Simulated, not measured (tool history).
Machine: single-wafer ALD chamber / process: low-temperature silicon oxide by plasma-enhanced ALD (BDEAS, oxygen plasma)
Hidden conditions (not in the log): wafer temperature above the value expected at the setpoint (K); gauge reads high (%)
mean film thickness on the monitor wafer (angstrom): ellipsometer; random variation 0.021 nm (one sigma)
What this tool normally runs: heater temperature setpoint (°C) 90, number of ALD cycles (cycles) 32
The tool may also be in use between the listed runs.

run    hour  heater temperature setpoint (°C)  number of ALD cycles (cycles)  wafers since the last listed run  hours since the last thermocouple change  hours since the gauge calibration  read-back reference wafer on the same gauge, thickness_nm  mean film thickness on the monitor wafer (angstrom)
  1       0                                90                             32                                 0                                    1579.8                                787                                                      3.514                                                42.62
  2    55.9                                90                             32                               457                                    1635.7                              842.9                                                      3.517                                                42.48
  3   135.3                                90                             32                               649                                    1715.1                              922.3                                                      3.522                                                42.23
  4   180.9                                94                             32                               373                                    1760.7                              967.9                                                      3.521                                                41.78
  5   247.4                                94                             32                               544                                    1827.2                             1034.4                                                      3.521                                                41.81
  6   297.7                                94                             32                               411                                    1877.5                             1084.7                                                      3.521                                                41.53
  7   353.4                                90                             32                               455                                    1933.2                             1140.4                                                      3.521                                                42.57
  8   403.7                                90                             32                               411                                    1983.5                             1190.7                                                      3.517                                                42.54
  9   478.2                                90                             32                               609                                      2058                             1265.2                                                       3.52                                                42.17
 10     540                                90                             30                               505                                    2119.8                               1327                                                      3.521                                                39.95
 11   581.3                                90                             30                               337                                    2161.1                             1368.3                                                      3.515                                                39.96
 12     633                                90                             30                               423                                    2212.8                               1420                                                      3.521                                                39.84
 13   728.5                                78                             32                               781                                    2308.3                             1515.5                                                      3.519                                                44.15
 14   877.1                                78                             32                              1215                                    2456.9                             1664.1                                                      3.518                                                44.71
 15   965.3                                78                             32                               721                                    2545.1                             1752.3                                                      3.521                                                44.52
     1042.2  -- thermocouple changed; heater temperature recalibrated
 16  1043.8                                90                             32                               576                                       1.6                             1830.8                                                      3.519                                                42.33
 17  1096.7                                78                             37                               432                                      54.5                             1883.7                                                      3.517                                                 51.2
 18  1188.5                                90                             32                               751                                     146.3                             1975.5                                                      3.524                                                42.46
 19  1264.9                                78                             32                               625                                     222.7                             2051.9                                                      3.519                                                 44.7
 20    1312                                90                             32                               385                                     269.8                               2099                                                      3.525                                                42.33
 21    1372                                77                             36                               490                                     329.8                               2159                                                      3.521                                                50.41
 22  1413.7                                90                             32                               341                                     371.5                             2200.7                                                      3.522                                                42.51
 23  1488.8                                90                             38                               614                                     446.6                             2275.8                                                      3.519                                                50.66
     1597.3  -- gauge calibrated
 24  1719.4                               101                             35                              1886                                     677.2                              122.1                                                      3.525                                                44.56
 25  1814.9                                94                             36                               781                                     772.7                              217.6                                                      3.522                                                46.98
 26  1911.1                                90                             32                               787                                     868.9                              313.8                                                      3.517                                                42.71
 27  1975.1                                82                             38                               523                                     932.9                              377.8                                                       3.52                                                   52
 28    2065                                75                             26                               735                                    1022.8                              467.7                                                      3.523                                                36.71
 29  2147.9                                90                             32                               678                                    1105.7                              550.6                                                      3.515                                                42.11
 30  2230.9                                85                             34                               679                                    1188.7                              633.6                                                       3.52                                                45.93
 31  2294.1                                99                             32                               517                                    1251.9                              696.8                                                       3.52                                                   41
 32    2354                               101                             27                               490                                    1311.8                              756.7                                                      3.521                                                34.24

Hidden state at the last listed run before each entry between runs and at the first one after, where it differs:
After run 15, before run 16: thermocouple changed; heater temperature recalibrated (hour 1042.2)
  both runs share identical hidden conditions
After run 23, before run 24: gauge calibrated (hour 1597.3)
  both runs share identical hidden conditions

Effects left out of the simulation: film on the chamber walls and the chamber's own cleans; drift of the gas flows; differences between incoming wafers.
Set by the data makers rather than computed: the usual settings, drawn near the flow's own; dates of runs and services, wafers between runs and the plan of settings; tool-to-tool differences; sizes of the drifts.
